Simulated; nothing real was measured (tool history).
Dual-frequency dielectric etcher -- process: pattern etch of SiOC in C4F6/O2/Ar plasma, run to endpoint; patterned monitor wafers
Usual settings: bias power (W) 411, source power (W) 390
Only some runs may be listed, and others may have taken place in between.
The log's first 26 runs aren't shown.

run,hour,bias power (W),source power (W),wafers since the last listed run,hours since the last wet clean,hours since the last bias power generator calibration,hours since the last source power generator calibration,hours since the last upper electrode change,"incoming incoming film thickness, nm",endpoint time (s)
27,338.9,340,440,127,76.9,28.2,63,134.1,37.51,15.2
28,351.8,411,390,201,89.8,41.1,75.9,147,37.24,15
29,363.8,411,390,187,101.8,53.1,87.9,159,37.36,14.8
30,376.5,480,310,198,114.5,65.8,100.6,171.7,37.42,15.4
31,387.8,487,360,176,125.8,77.1,111.9,183,37.6,14.5
32,398.6,342,340,168,136.6,87.9,122.7,193.8,37.53,16.7
33,410.3,411,330,182,148.3,99.6,134.4,205.5,37.4,15.7
34,424.5,322,420,221,162.5,113.8,148.6,219.7,37.28,15.8

Predict each of these 3 candidate next runs independently; none follows another, all start after run 34:
A,424.9,473,390,6,162.9,114.2,149,220.1,37.08,?
B,424.9,343,330,6,162.9,114.2,149,220.1,37.08,?
C,424.9,411,460,6,162.9,114.2,149,220.1,37.08,?

run,endpoint time (s)
A,14.2
B,16.5
C,14.1
Stripped of hidden state, with their random variation kept, the same runs would have yielded:
run,endpoint time (s)
A,14.2
B,16.5
C,14.1
